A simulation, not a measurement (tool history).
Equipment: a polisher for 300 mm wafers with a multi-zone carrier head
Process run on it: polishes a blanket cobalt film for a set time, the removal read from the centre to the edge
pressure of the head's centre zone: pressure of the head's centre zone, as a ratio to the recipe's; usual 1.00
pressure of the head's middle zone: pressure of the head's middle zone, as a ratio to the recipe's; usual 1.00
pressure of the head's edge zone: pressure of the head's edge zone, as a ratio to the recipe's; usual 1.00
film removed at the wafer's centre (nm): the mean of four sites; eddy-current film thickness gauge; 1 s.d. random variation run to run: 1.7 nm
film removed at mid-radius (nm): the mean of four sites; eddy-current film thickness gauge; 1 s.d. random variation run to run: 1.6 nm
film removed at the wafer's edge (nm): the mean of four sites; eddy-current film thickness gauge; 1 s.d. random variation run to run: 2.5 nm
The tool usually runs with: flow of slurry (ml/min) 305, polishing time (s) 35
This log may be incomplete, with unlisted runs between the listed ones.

run,hour,flow of slurry (ml/min),pressure of the head's centre zone,pressure of the head's middle zone,pressure of the head's edge zone,polishing time (s),"incoming thickness of the incoming film, nm",film removed at the wafer's centre (nm),film removed at mid-radius (nm),film removed at the wafer's edge (nm)
1,0.0,305,1.00,1.00,1.00,35,1315.5,198.1,175.4,173.1
2,65.7,305,1.00,1.00,1.00,35,1328.7,200.2,175.1,177.8
# hour 94.5: worn pad replaced by a new one
3,167.0,305,1.00,1.00,1.00,35,1325.0,197.5,175.9,180.6
# hour 192.4: centre zone pressure recalibrated
4,248.5,305,1.00,1.12,1.00,23,1327.5,113.9,124.2,117.5
5,296.3,350,1.00,1.00,1.00,27,1313.5,136.4,139.0,138.4
# hour 304.4: edge zone pressure recalibrated
6,337.9,305,1.00,1.00,1.00,35,1313.1,178.3,173.4,179.0
# hour 385.2: slurry nozzle cleaned
# hour 405.0: carrier head's membrane replaced by a new one
7,405.5,305,1.00,1.00,1.00,35,1307.4,180.3,176.8,178.7
8,476.3,225,1.07,1.05,1.00,45,1303.6,240.8,229.7,225.0
9,541.5,305,1.00,1.00,1.00,35,1323.6,185.6,176.2,181.8
10,589.4,305,1.00,0.91,1.05,35,1296.1,185.2,159.1,180.9
# hour 601.4: worn pad replaced by a new one
11,680.1,305,1.00,1.00,1.00,35,1324.8,184.3,175.5,179.4
12,878.9,305,1.00,1.00,1.00,35,1304.1,188.7,172.7,180.0
13,985.3,305,1.00,0.97,1.00,35,1304.9,189.3,173.0,181.3
14,1032.7,305,1.00,1.00,1.00,35,1312.5,190.7,170.8,173.8
# hour 1101.9: worn pad replaced by a new one
15,1156.9,305,1.10,1.00,1.00,35,1316.3,211.9,175.6,177.3
16,1247.9,305,1.00,1.04,1.00,45,1307.4,243.6,233.2,226.6
# hour 1279.9: slurry nozzle cleaned
17,1315.7,200,1.00,1.00,0.92,35,1296.6,181.4,165.3,163.0
18,1376.7,305,0.92,1.00,1.10,35,1290.9,177.9,174.3,187.6
19,1470.7,270,1.00,1.00,1.09,25,1327.6,137.7,125.2,130.2
# hour 1503.6: edge zone pressure recalibrated
20,1534.8,365,1.08,1.00,1.00,28,1322.6,169.0,141.7,143.6
21,1601.4,305,1.00,1.00,1.00,35,1328.5,194.8,174.8,176.3
# hour 1644.6: worn pad replaced by a new one
22,1651.8,305,1.06,1.00,1.00,35,1318.8,206.9,175.1,179.5

Here are 4 independent what-if runs from the current tool condition. What would each one return?
A,1652.2,305,1.00,1.00,1.00,29,1320.4,?,?,?
B,1652.2,305,1.00,1.00,0.96,45,1320.4,?,?,?
C,1652.2,280,1.00,1.00,1.00,35,1320.4,?,?,?
D,1652.2,305,1.00,1.00,1.00,42,1320.4,?,?,?

run,film removed at the wafer's centre (nm),film removed at mid-radius (nm),film removed at the wafer's edge (nm)
A,159.9,146.3,147.4
B,248.1,227.0,224.7
C,191.4,175.2,176.9
D,231.6,211.8,213.5
Take away the tool's hidden state, keep each run's random variation, and the runs would have read:
run,film removed at the wafer's centre (nm),film removed at mid-radius (nm),film removed at the wafer's edge (nm)
A,143.9,146.3,147.4
B,223.3,227.1,224.7
C,172.3,175.3,176.9
D,208.4,211.9,213.5
